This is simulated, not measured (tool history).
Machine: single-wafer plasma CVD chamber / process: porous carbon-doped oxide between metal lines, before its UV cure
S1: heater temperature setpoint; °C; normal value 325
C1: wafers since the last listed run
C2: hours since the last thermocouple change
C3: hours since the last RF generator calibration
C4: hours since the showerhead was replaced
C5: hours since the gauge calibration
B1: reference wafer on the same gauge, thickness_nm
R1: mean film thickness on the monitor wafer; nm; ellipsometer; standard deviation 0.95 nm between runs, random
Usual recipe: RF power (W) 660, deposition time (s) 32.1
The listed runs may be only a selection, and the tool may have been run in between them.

Run 1, day 0.000: usual settings; C1 0; C2 2558.4; C3 1193.4; C4 2346.1; C5 4.6; B1 182.101. Result: R1 172.150 nm.
Run 2, day 2.442: usual settings; C1 1005; C2 2617.0; C3 1252.0; C4 2404.7; C5 63.2; B1 182.250. Result: R1 172.970 nm.
Run 3, day 3.650: usual settings; C1 497; C2 2646.0; C3 1281.0; C4 2433.7; C5 92.2; B1 182.029. Result: R1 171.379 nm.
Run 4, day 5.854: usual settings; C1 907; C2 2698.9; C3 1333.9; C4 2486.6; C5 145.1; B1 182.236. Result: R1 171.422 nm.
Run 5, day 6.867: usual settings; C1 416; C2 2723.2; C3 1358.2; C4 2510.9; C5 169.4; B1 181.874. Result: R1 170.935 nm.
Run 6, day 8.362: usual settings; C1 615; C2 2759.1; C3 1394.1; C4 2546.8; C5 205.3; B1 182.349. Result: R1 171.329 nm.
Run 7, day 9.892: usual settings but deposition time (s) 27.8; C1 629; C2 2795.8; C3 1430.8; C4 2583.5; C5 242.0; B1 181.821. Result: R1 148.911 nm.
Run 8, day 11.404: usual settings but RF power (W) 730; C1 622; C2 2832.1; C3 1467.1; C4 2619.8; C5 278.3; B1 181.826. Result: R1 182.212 nm.
At day 12.788: showerhead replaced.
At day 18.379: RF generator calibrated.
Run 9, day 19.292: usual settings but deposition time (s) 28.8; C1 2972; C2 3021.4; C3 21.9; C4 156.1; C5 467.6; B1 182.100. Result: R1 153.522 nm.
Run 10, day 21.088: usual settings but S1 337 °C; C1 739; C2 3064.5; C3 65.0; C4 199.2; C5 510.7; B1 181.760. Result: R1 161.842 nm.
Run 11, day 22.375: usual settings but RF power (W) 625; C1 530; C2 3095.4; C3 95.9; C4 230.1; C5 541.6; B1 182.288. Result: R1 165.092 nm.
At day 24.821: gauge calibrated.
Run 12, day 24.954: usual settings but S1 332 °C, RF power (W) 585; C1 1061; C2 3157.3; C3 157.8; C4 292.0; C5 3.2; B1 182.214. Result: R1 155.725 nm.
At day 25.704: thermocouple changed; heater temperature recalibrated.
Run 13, day 26.096: usual settings but RF power (W) 775; C1 332; C2 9.4; C3 185.2; C4 319.4; C5 30.6; B1 181.642. Result: R1 189.052 nm.
Run 14, day 27.162: usual settings but deposition time (s) 27.8; C1 439; C2 35.0; C3 210.8; C4 345.0; C5 56.2; B1 181.986. Result: R1 149.104 nm.

Run 15 has not been measured yet. What should we expect?
Run 15, day 30.033: usual settings but RF power (W) 730; C1 1181; C2 103.9; C3 279.7; C4 413.9; C5 125.1; B1 ?. Result: R1 ?.

Run 15 came out at B1 181.962, R1 182.209 nm.
The same run, on a tool lacking any hidden state, would have yielded R1 182.209 nm.
